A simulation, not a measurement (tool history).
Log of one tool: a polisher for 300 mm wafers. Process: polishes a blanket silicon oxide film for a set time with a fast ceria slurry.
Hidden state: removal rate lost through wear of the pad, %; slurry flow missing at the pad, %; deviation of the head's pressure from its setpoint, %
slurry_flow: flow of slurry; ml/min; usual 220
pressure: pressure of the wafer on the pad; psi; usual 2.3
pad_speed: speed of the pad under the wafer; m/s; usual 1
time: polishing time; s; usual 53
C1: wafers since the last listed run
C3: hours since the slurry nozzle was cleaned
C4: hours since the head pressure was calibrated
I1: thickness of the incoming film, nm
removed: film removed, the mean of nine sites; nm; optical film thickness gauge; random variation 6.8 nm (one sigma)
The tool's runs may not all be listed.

Run 1, hour 0: usual settings but time 62 s; C1 0; wafers polished on this pad 683; C3 311.2; C4 1255.7; I1 1935.5. Result: removed 932.8 nm.
Run 2, hour 8: usual settings; C1 85; wafers polished on this pad 768; C3 319.2; C4 1263.7; I1 1955.8. Result: removed 801 nm.
Run 3, hour 21.6: usual settings; C1 145; wafers polished on this pad 914; C3 332.8; C4 1277.3; I1 1970.6. Result: removed 797.6 nm.
Run 4, hour 27.9: usual settings but pressure 2.5 psi; C1 67; wafers polished on this pad 981; C3 339.1; C4 1283.6; I1 1942.2. Result: removed 858.7 nm.
At hour 36.7: worn pad replaced by a new one.
Run 5, hour 38: usual settings but pressure 2.5 psi; C1 65; wafers polished on this pad 13; C3 349.2; C4 1293.7; I1 1927.8. Result: removed 930.8 nm.
Run 6, hour 45.7: usual settings but pressure 2.5 psi; C1 82; wafers polished on this pad 96; C3 356.9; C4 1301.4; I1 1949.1. Result: removed 916.5 nm.
Run 7, hour 57.5: usual settings but pressure 2 psi; C1 126; wafers polished on this pad 222; C3 368.7; C4 1313.2; I1 1968.7. Result: removed 745.9 nm.
Run 8, hour 75.3: usual settings but pressure 2 psi; C1 190; wafers polished on this pad 412; C3 386.5; C4 1331; I1 1934.4. Result: removed 725.8 nm.
Run 9, hour 87.7: usual settings; C1 132; wafers polished on this pad 545; C3 398.9; C4 1343.4; I1 1915. Result: removed 820.3 nm.
Run 10, hour 103.4: usual settings; C1 168; wafers polished on this pad 713; C3 414.6; C4 1359.1; I1 1934.7. Result: removed 801.5 nm.
Run 11, hour 111.7: usual settings; C1 88; wafers polished on this pad 802; C3 422.9; C4 1367.4; I1 1982.3. Result: removed 794.2 nm.
Run 12, hour 121.4: usual settings; C1 103; wafers polished on this pad 906; C3 432.6; C4 1377.1; I1 1932.6. Result: removed 803.6 nm.
At hour 125.6: slurry nozzle cleaned.
Run 13, hour 130.1: usual settings; C1 82; wafers polished on this pad 988; C3 4.5; C4 1385.8; I1 1958. Result: removed 789.9 nm.
At hour 142.4: head pressure recalibrated.
At hour 145.1: worn pad replaced by a new one.
Run 14, hour 145.6: usual settings; C1 115; wafers polished on this pad 4; C3 20; C4 3.2; I1 1937.4. Result: removed 765.4 nm.
Run 15, hour 154.7: usual settings; C1 97; wafers polished on this pad 102; C3 29.1; C4 12.3; I1 1945.6. Result: removed 758.5 nm.
Run 16, hour 161.2: usual settings; C1 69; wafers polished on this pad 171; C3 35.6; C4 18.8; I1 1932.8. Result: removed 763.7 nm.
Run 17, hour 171.8: usual settings but slurry_flow 275 ml/min; C1 113; wafers polished on this pad 285; C3 46.2; C4 29.4; I1 1944.9. Result: removed 771.5 nm.
Run 18, hour 183.7: usual settings; C1 127; wafers polished on this pad 412; C3 58.1; C4 41.3; I1 1955.9. Result: removed 729.6 nm.
Run 19, hour 189.8: usual settings but pad_speed 0.8 m/s, time 37 s; C1 65; wafers polished on this pad 477; C3 64.2; C4 47.4; I1 1938. Result: removed 416.3 nm.
Run 20, hour 202.2: usual settings but pressure 2.5 psi; C1 132; wafers polished on this pad 610; C3 76.6; C4 59.8; I1 1975.2. Result: removed 792.2 nm.
Run 21, hour 210.6: usual settings but slurry_flow 195 ml/min, pressure 1.7 psi, pad_speed 1.36 m/s, time 60 s; C1 89; wafers polished on this pad 700; C3 85; C4 68.2; I1 1963.9. Result: removed 846.3 nm.
Run 22, hour 219.5: usual settings; C1 95; wafers polished on this pad 795; C3 93.9; C4 77.1; I1 1938.6. Result: removed 725 nm.
Run 23, hour 226.6: usual settings but slurry_flow 285 ml/min, pressure 2.9 psi, time 63 s; C1 75; wafers polished on this pad 871; C3 101; C4 84.2; I1 1986.2. Result: removed 1093.2 nm.
Run 24, hour 237.9: usual settings but time 39 s; C1 120; wafers polished on this pad 992; C3 112.3; C4 95.5; I1 1926.3. Result: removed 531.5 nm.
At hour 242.8: worn pad replaced by a new one.
Run 25, hour 251.1: usual settings but slurry_flow 185 ml/min, pad_speed 0.66 m/s; C1 98; wafers polished on this pad 88; C3 125.5; C4 108.7; I1 1984. Result: removed 498.8 nm.
Run 26, hour 264.1: usual settings but pressure 2.7 psi; C1 139; wafers polished on this pad 228; C3 138.5; C4 121.7; I1 1995.2. Result: removed 892.5 nm.
Run 27, hour 274.5: usual settings; C1 111; wafers polished on this pad 339; C3 148.9; C4 132.1; I1 1955.4. Result: removed 768.8 nm.
Run 28, hour 290.8: usual settings but pressure 2.7 psi, pad_speed 1.24 m/s, time 69 s; C1 174; wafers polished on this pad 513; C3 165.2; C4 148.4; I1 1934. Result: removed 1403 nm.
Run 29, hour 302.1: usual settings but slurry_flow 245 ml/min, pad_speed 0.72 m/s, time 60 s; C1 120; wafers polished on this pad 634; C3 176.5; C4 159.7; I1 1948.7. Result: removed 609.7 nm.
Run 30, hour 333.9: usual settings but slurry_flow 295 ml/min, pressure 2.6 psi; C1 340; wafers polished on this pad 975; C3 208.3; C4 191.5; I1 1923.9. Result: removed 861.9 nm.
At hour 348.2: worn pad replaced by a new one.
Run 31, hour 348.9: usual settings; C1 117; wafers polished on this pad 7; C3 223.3; C4 206.5; I1 1962.9. Result: removed 778.4 nm.
Run 32, hour 358: usual settings but slurry_flow 290 ml/min, pad_speed 0.84 m/s; C1 97; wafers polished on this pad 105; C3 232.4; C4 215.6; I1 1959.2. Result: removed 664.4 nm.
Run 33, hour 408.2: usual settings; C1 537; wafers polished on this pad 642; C3 282.6; C4 265.8; I1 1950.2. Result: removed 757.8 nm.
Run 34, hour 422: usual settings; C1 147; wafers polished on this pad 790; C3 296.4; C4 279.6; I1 1950.4. Result: removed 748 nm.
Run 35, hour 437.9: usual settings but pressure 2.9 psi; C1 170; wafers polished on this pad 960; C3 312.3; C4 295.5; I1 1976.6. Result: removed 905.3 nm.
At hour 441.9: worn pad replaced by a new one.
Run 36, hour 453.5: usual settings but slurry_flow 245 ml/min, pressure 1.9 psi, pad_speed 0.88 m/s, time 58 s; C1 124; wafers polished on this pad 123; C3 327.9; C4 311.1; I1 1990.7. Result: removed 639.9 nm.
Run 37, hour 466.3: usual settings but pressure 1.9 psi; C1 136; wafers polished on this pad 260; C3 340.7; C4 323.9; I1 1953.5. Result: removed 653.3 nm.

The tool's hidden state at each run:
slurry flow missing at the pad, %: 0 in every run
H1: removal rate lost through wear of the pad, %
H2: deviation of the head's pressure from its setpoint, %
run     H1    H2
  1   4.61  11.3
  2   5.17  11.4
  3   6.13  11.5
  4   6.57  11.5
  5  0.119  11.6
  6  0.658  11.7
  7   1.48  11.8
  8   2.73    12
  9    3.6  12.1
 10    4.7  12.2
 11   5.28  12.3
 12   5.96  12.4
 13   6.57  12.4
 14   1.04  1.08
 15   1.67  1.16
 16   2.13  1.21
 17   2.87  1.31
 18    3.7  1.41
 19   4.13  1.46
 20      5  1.57
 21   5.59  1.65
 22   6.21  1.72
 23   6.71  1.79
 24    7.5  1.89
 25  0.712     2
 26   1.62  2.11
 27   2.35   2.2
 28   3.49  2.35
 29   4.28  2.45
 30   6.51  2.72
 31  0.576  2.85
 32   1.21  2.93
 33   4.73  3.37
 34   5.69  3.49
 35   6.81  3.63
 36   1.35  3.77
 37   2.24  3.88
